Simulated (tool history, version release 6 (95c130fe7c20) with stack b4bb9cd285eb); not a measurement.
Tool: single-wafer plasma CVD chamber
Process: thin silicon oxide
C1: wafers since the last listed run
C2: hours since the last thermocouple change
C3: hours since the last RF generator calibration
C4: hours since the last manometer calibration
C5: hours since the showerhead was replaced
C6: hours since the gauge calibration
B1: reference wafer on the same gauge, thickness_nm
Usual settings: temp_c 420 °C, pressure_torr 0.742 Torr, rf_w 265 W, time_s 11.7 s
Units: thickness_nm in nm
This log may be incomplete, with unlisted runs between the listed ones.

Run 1, hour 0: usual settings; C1 0; C2 476.5; C3 1841.9; C4 261.8; C5 3706.9; C6 112.6; B1 20.986. Result: thickness_nm 19.711 nm.
At hour 20: showerhead replaced.
Run 2, hour 27.3: usual settings; C1 575; C2 503.8; C3 1869.2; C4 289.1; C5 7.3; C6 139.9; B1 20.988. Result: thickness_nm 19.739 nm.
At hour 64.6: capacitance manometer re-zeroed and calibrated, repeated, since the last time left the tool worse.
Run 3, hour 65.1: usual settings; C1 888; C2 541.6; C3 1907; C4 0.5; C5 45.1; C6 177.7; B1 20.998. Result: thickness_nm 18.506 nm.
Run 4, hour 100.4: usual settings; C1 1052; C2 576.9; C3 1942.3; C4 35.8; C5 80.4; C6 213; B1 21.024. Result: thickness_nm 18.477 nm.
Run 5, hour 155.7: usual settings but temp_c 428 °C, pressure_torr 0.817 Torr, rf_w 280 W, time_s 13.5 s; C1 1648; C2 632.2; C3 1997.6; C4 91.1; C5 135.7; C6 268.3; B1 20.999. Result: thickness_nm 23.842 nm.
Run 6, hour 225: usual settings; C1 2066; C2 701.5; C3 2066.9; C4 160.4; C5 205; C6 337.6; B1 20.994. Result: thickness_nm 18.553 nm.
At hour 240.6: RF generator calibrated.
Run 7, hour 286.3: usual settings but pressure_torr 0.889 Torr, rf_w 230 W; C1 1589; C2 762.8; C3 45.7; C4 221.7; C5 266.3; C6 398.9; B1 21.004. Result: thickness_nm 20.119 nm.
Run 8, hour 324.3: usual settings but temp_c 425 °C, rf_w 240 W, time_s 13.4 s; C1 1132; C2 800.8; C3 83.7; C4 259.7; C5 304.3; C6 436.9; B1 20.986. Result: thickness_nm 20.105 nm.
Run 9, hour 363.8: usual settings but temp_c 412 °C, time_s 13.4 s; C1 1177; C2 840.3; C3 123.2; C4 299.2; C5 343.8; C6 476.4; B1 21.002. Result: thickness_nm 21.168 nm.
Run 10, hour 411.9: usual settings but temp_c 431 °C, rf_w 315 W, time_s 9.4 s; C1 1434; C2 888.4; C3 171.3; C4 347.3; C5 391.9; C6 524.5; B1 20.973. Result: thickness_nm 16.067 nm.
Run 11, hour 444.7: usual settings but rf_w 235 W; C1 977; C2 921.2; C3 204.1; C4 380.1; C5 424.7; C6 557.3; B1 20.974. Result: thickness_nm 17.375 nm.
Run 12, hour 471.7: usual settings; C1 804; C2 948.2; C3 231.1; C4 407.1; C5 451.7; C6 584.3; B1 21.009. Result: thickness_nm 18.552 nm.
Run 13, hour 534.3: usual settings; C1 1866; C2 1010.8; C3 293.7; C4 469.7; C5 514.3; C6 646.9; B1 20.997. Result: thickness_nm 18.472 nm.
Run 14, hour 580.8: usual settings but pressure_torr 0.564 Torr, rf_w 230 W; C1 1386; C2 1057.3; C3 340.2; C4 516.2; C5 560.8; C6 693.4; B1 20.986. Result: thickness_nm 12.93 nm.
Run 15, hour 640.7: usual settings; C1 1785; C2 1117.2; C3 400.1; C4 576.1; C5 620.7; C6 753.3; B1 21.011. Result: thickness_nm 18.493 nm.
Run 16, hour 700: usual settings; C1 1767; C2 1176.5; C3 459.4; C4 635.4; C5 680; C6 812.6; B1 21.005. Result: thickness_nm 18.491 nm.
Run 17, hour 727.7: usual settings but temp_c 431 °C, rf_w 250 W, time_s 9.7 s; C1 825; C2 1204.2; C3 487.1; C4 663.1; C5 707.7; C6 840.3; B1 21.003. Result: thickness_nm 14.86 nm.
Run 18, hour 771.8: usual settings; C1 1314; C2 1248.3; C3 531.2; C4 707.2; C5 751.8; C6 884.4; B1 20.979. Result: thickness_nm 18.527 nm.
Run 19, hour 830.2: usual settings but temp_c 407 °C, rf_w 250 W, time_s 13.1 s; C1 1741; C2 1306.7; C3 589.6; C4 765.6; C5 810.2; C6 942.8; B1 21.016. Result: thickness_nm 20.234 nm.
Run 20, hour 897.4: usual settings but pressure_torr 0.671 Torr, rf_w 290 W; C1 2003; C2 1373.9; C3 656.8; C4 832.8; C5 877.4; C6 1010; B1 20.992. Result: thickness_nm 17.524 nm.
Run 21, hour 959.1: usual settings but pressure_torr 0.891 Torr, rf_w 305 W, time_s 12.5 s; C1 1839; C2 1435.6; C3 718.5; C4 894.5; C5 939.1; C6 1071.7; B1 20.991. Result: thickness_nm 25.126 nm.
Run 22, hour 1001.8: usual settings; C1 1273; C2 1478.3; C3 761.2; C4 937.2; C5 981.8; C6 1114.4; B1 20.995. Result: thickness_nm 18.603 nm.
Run 23, hour 1057: usual settings; C1 1645; C2 1533.5; C3 816.4; C4 992.4; C5 1037; C6 1169.6; B1 20.995. Result: thickness_nm 18.741 nm.
Run 24, hour 1107.6: usual settings; C1 1508; C2 1584.1; C3 867; C4 1043; C5 1087.6; C6 1220.2; B1 21.006. Result: thickness_nm 18.589 nm.
Run 25, hour 1169.3: usual settings but time_s 13.9 s; C1 1839; C2 1645.8; C3 928.7; C4 1104.7; C5 1149.3; C6 1281.9; B1 21.016. Result: thickness_nm 22.219 nm.
Run 26, hour 1222.6: usual settings; C1 1589; C2 1699.1; C3 982; C4 1158; C5 1202.6; C6 1335.2; B1 20.987. Result: thickness_nm 18.727 nm.
Run 27, hour 1258.1: usual settings but temp_c 414 °C, pressure_torr 0.593 Torr, time_s 10.7 s; C1 1058; C2 1734.6; C3 1017.5; C4 1193.5; C5 1238.1; C6 1370.7; B1 21.033. Result: thickness_nm 13.504 nm.
Run 28, hour 1296.7: usual settings but temp_c 407 °C, pressure_torr 0.834 Torr, rf_w 310 W, time_s 12.8 s; C1 1150; C2 1773.2; C3 1056.1; C4 1232.1; C5 1276.7; C6 1409.3; B1 21.008. Result: thickness_nm 24.794 nm.

Below are 5 alternative next runs, each starting from the tool's condition after run 28. Predict each:
Run A, hour 1297.1: usual settings; C1 11; C2 1773.6; C3 1056.5; C4 1232.5; C5 1277.1; C6 1409.7; B1 ?. Result: thickness_nm ?.
Run B, hour 1297.1: usual settings but temp_c 412 °C, pressure_torr 0.564 Torr; C1 11; C2 1773.6; C3 1056.5; C4 1232.5; C5 1277.1; C6 1409.7; B1 ?. Result: thickness_nm ?.
Run C, hour 1297.1: usual settings but pressure_torr 0.589 Torr, rf_w 280 W, time_s 12.4 s; C1 11; C2 1773.6; C3 1056.5; C4 1232.5; C5 1277.1; C6 1409.7; B1 ?. Result: thickness_nm ?.
Run D, hour 1297.1: usual settings but temp_c 408 °C, time_s 10.7 s; C1 11; C2 1773.6; C3 1056.5; C4 1232.5; C5 1277.1; C6 1409.7; B1 ?. Result: thickness_nm ?.
Run E, hour 1297.1: usual settings but rf_w 225 W; C1 11; C2 1773.6; C3 1056.5; C4 1232.5; C5 1277.1; C6 1409.7; B1 ?. Result: thickness_nm ?.

run      B1  thickness_nm
  A  21.001        18.634
  B  21.001        14.011
  C  21.001        15.924
  D  21.001        17.163
  E  21.001        17.043
The same runs, with their run-to-run variation unchanged, on a tool lacking any hidden condition would have given:
run  thickness_nm
  A        18.482
  B        13.888
  C        15.788
  D        17.023
  E        16.904

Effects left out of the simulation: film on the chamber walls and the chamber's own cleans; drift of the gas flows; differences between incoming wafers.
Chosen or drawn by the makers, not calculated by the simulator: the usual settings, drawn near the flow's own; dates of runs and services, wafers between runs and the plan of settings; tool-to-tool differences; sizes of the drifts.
